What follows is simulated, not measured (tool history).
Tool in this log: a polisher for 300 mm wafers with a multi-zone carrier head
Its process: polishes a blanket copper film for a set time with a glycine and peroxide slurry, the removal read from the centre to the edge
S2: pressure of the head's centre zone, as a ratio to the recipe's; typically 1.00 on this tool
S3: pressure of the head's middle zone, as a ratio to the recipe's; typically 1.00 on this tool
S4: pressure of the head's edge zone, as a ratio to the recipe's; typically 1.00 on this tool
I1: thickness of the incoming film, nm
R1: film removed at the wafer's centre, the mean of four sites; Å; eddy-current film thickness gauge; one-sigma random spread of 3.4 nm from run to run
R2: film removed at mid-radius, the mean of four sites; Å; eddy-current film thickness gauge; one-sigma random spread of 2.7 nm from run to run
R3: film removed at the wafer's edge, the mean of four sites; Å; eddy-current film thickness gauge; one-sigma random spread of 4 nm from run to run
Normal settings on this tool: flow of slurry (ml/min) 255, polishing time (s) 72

{"run": 1, "day": 0.0, "flow of slurry (ml/min)": 255, "S2": 1.0, "S3": 1.0, "S4": 1.0, "polishing time (s)": 72, "I1": 1110.0, "R1": 3282, "R2": 3241, "R3": 3223}
{"run": 2, "day": 1.912, "flow of slurry (ml/min)": 255, "S2": 1.0, "S3": 1.0, "S4": 1.0, "polishing time (s)": 72, "I1": 1122.6, "R1": 3246, "R2": 3182, "R3": 3181}
{"run": 3, "day": 4.658, "flow of slurry (ml/min)": 255, "S2": 1.0, "S3": 1.0, "S4": 1.0, "polishing time (s)": 72, "I1": 1118.1, "R1": 3225, "R2": 3184, "R3": 3123}
{"day": 6.217, "done": "worn pad replaced by a new one"}
{"run": 4, "day": 7.379, "flow of slurry (ml/min)": 255, "S2": 1.0, "S3": 1.0, "S4": 1.0, "polishing time (s)": 72, "I1": 1114.4, "R1": 3285, "R2": 3284, "R3": 3347}
{"run": 5, "day": 9.625, "flow of slurry (ml/min)": 255, "S2": 1.0, "S3": 1.04, "S4": 1.0, "polishing time (s)": 72, "I1": 1124.3, "R1": 3280, "R2": 3342, "R3": 3152}
{"day": 10.262, "done": "edge zone pressure recalibrated"}
{"day": 11.021, "done": "centre zone pressure recalibrated"}
{"run": 6, "day": 11.604, "flow of slurry (ml/min)": 255, "S2": 1.0, "S3": 1.04, "S4": 1.0, "polishing time (s)": 72, "I1": 1122.1, "R1": 3238, "R2": 3260, "R3": 3166}
{"day": 11.721, "done": "slurry nozzle cleaned"}
{"day": 13.983, "done": "worn pad replaced by a new one"}
{"run": 7, "day": 14.183, "flow of slurry (ml/min)": 255, "S2": 1.0, "S3": 1.0, "S4": 1.0, "polishing time (s)": 72, "I1": 1132.0, "R1": 3096, "R2": 3045, "R3": 2994}
{"run": 8, "day": 16.604, "flow of slurry (ml/min)": 255, "S2": 1.0, "S3": 1.0, "S4": 1.0, "polishing time (s)": 72, "I1": 1116.3, "R1": 2891, "R2": 2911, "R3": 2966}
{"run": 9, "day": 18.458, "flow of slurry (ml/min)": 255, "S2": 1.0, "S3": 1.0, "S4": 1.0, "polishing time (s)": 72, "I1": 1128.0, "R1": 2984, "R2": 2887, "R3": 2881}
{"run": 10, "day": 19.592, "flow of slurry (ml/min)": 255, "S2": 1.0, "S3": 1.0, "S4": 1.0, "polishing time (s)": 72, "I1": 1113.7, "R1": 2878, "R2": 2867, "R3": 2855}
{"run": 11, "day": 22.417, "flow of slurry (ml/min)": 255, "S2": 0.92, "S3": 0.9, "S4": 1.0, "polishing time (s)": 81, "I1": 1101.4, "R1": 2968, "R2": 2943, "R3": 3273}
{"day": 22.625, "done": "slurry nozzle cleaned"}
{"day": 24.146, "done": "worn pad replaced by a new one, repeated, since the last time left the tool worse"}
{"run": 12, "day": 24.617, "flow of slurry (ml/min)": 255, "S2": 1.0, "S3": 1.04, "S4": 1.0, "polishing time (s)": 72, "I1": 1120.4, "R1": 3382, "R2": 3456, "R3": 3319}
{"day": 25.35, "done": "carrier head's membrane replaced by a new one"}
{"run": 13, "day": 27.012, "flow of slurry (ml/min)": 255, "S2": 1.0, "S3": 1.11, "S4": 1.0, "polishing time (s)": 72, "I1": 1115.4, "R1": 3289, "R2": 3535, "R3": 3248}
{"run": 14, "day": 29.083, "flow of slurry (ml/min)": 255, "S2": 1.07, "S3": 1.0, "S4": 1.0, "polishing time (s)": 72, "I1": 1120.0, "R1": 3426, "R2": 3183, "R3": 3232}
{"day": 30.35, "done": "centre zone pressure recalibrated"}
{"day": 31.825, "done": "worn pad replaced by a new one"}
{"run": 15, "day": 31.879, "flow of slurry (ml/min)": 255, "S2": 0.93, "S3": 1.04, "S4": 1.0, "polishing time (s)": 80, "I1": 1131.8, "R1": 3555, "R2": 3903, "R3": 3730}
{"day": 34.192, "done": "edge zone pressure recalibrated"}
{"run": 16, "day": 34.871, "flow of slurry (ml/min)": 340, "S2": 1.0, "S3": 0.97, "S4": 1.0, "polishing time (s)": 87, "I1": 1122.3, "R1": 4077, "R2": 3968, "R3": 4039}
{"day": 36.792, "done": "slurry nozzle cleaned"}
{"run": 17, "day": 37.221, "flow of slurry (ml/min)": 255, "S2": 1.0, "S3": 1.0, "S4": 1.0, "polishing time (s)": 72, "I1": 1122.3, "R1": 3310, "R2": 3208, "R3": 3222}
{"run": 18, "day": 39.042, "flow of slurry (ml/min)": 255, "S2": 1.0, "S3": 1.0, "S4": 1.0, "polishing time (s)": 72, "I1": 1098.2, "R1": 3136, "R2": 3193, "R3": 3192}
{"run": 19, "day": 41.108, "flow of slurry (ml/min)": 255, "S2": 1.0, "S3": 1.0, "S4": 1.0, "polishing time (s)": 96, "I1": 1140.4, "R1": 4245, "R2": 4222, "R3": 4184}
{"day": 41.621, "done": "worn pad replaced by a new one"}
{"run": 20, "day": 43.125, "flow of slurry (ml/min)": 280, "S2": 1.0, "S3": 1.0, "S4": 0.95, "polishing time (s)": 72, "I1": 1112.2, "R1": 3304, "R2": 3290, "R3": 3257}
{"run": 21, "day": 44.333, "flow of slurry (ml/min)": 255, "S2": 1.0, "S3": 1.0, "S4": 1.0, "polishing time (s)": 66, "I1": 1102.7, "R1": 2986, "R2": 2967, "R3": 3016}

Below are 5 alternative next runs, each starting from the tool's condition after run 21. Predict each:
{"run": "A", "day": 44.354, "flow of slurry (ml/min)": 255, "S2": 1.0, "S3": 1.0, "S4": 1.0, "polishing time (s)": 72, "I1": 1131.0, "R1": "?", "R2": "?", "R3": "?"}
{"run": "B", "day": 44.354, "flow of slurry (ml/min)": 255, "S2": 1.0, "S3": 1.0, "S4": 1.0, "polishing time (s)": 51, "I1": 1131.0, "R1": "?", "R2": "?", "R3": "?"}
{"run": "C", "day": 44.354, "flow of slurry (ml/min)": 255, "S2": 1.03, "S3": 1.0, "S4": 1.06, "polishing time (s)": 72, "I1": 1131.0, "R1": "?", "R2": "?", "R3": "?"}
{"run": "D", "day": 44.354, "flow of slurry (ml/min)": 255, "S2": 1.0, "S3": 1.0, "S4": 1.0, "polishing time (s)": 49, "I1": 1131.0, "R1": "?", "R2": "?", "R3": "?"}
{"run": "E", "day": 44.354, "flow of slurry (ml/min)": 255, "S2": 1.11, "S3": 0.88, "S4": 1.0, "polishing time (s)": 54, "I1": 1131.0, "R1": "?", "R2": "?", "R3": "?"}

run=A R1=3231 R2=3288 R3=3250
run=B R1=2288 R2=2329 R3=2302
run=C R1=3328 R2=3287 R3=3344
run=D R1=2199 R2=2238 R3=2212
run=E R1=2689 R2=2215 R3=2441
Take away the tool's hidden state, keep each run's random variation, and the runs would have read:
run=A R1=3362 R2=3422 R3=3382
run=B R1=2381 R2=2424 R3=2396
run=C R1=3463 R2=3421 R3=3480
run=D R1=2288 R2=2329 R3=2302
run=E R1=2798 R2=2305 R3=2540
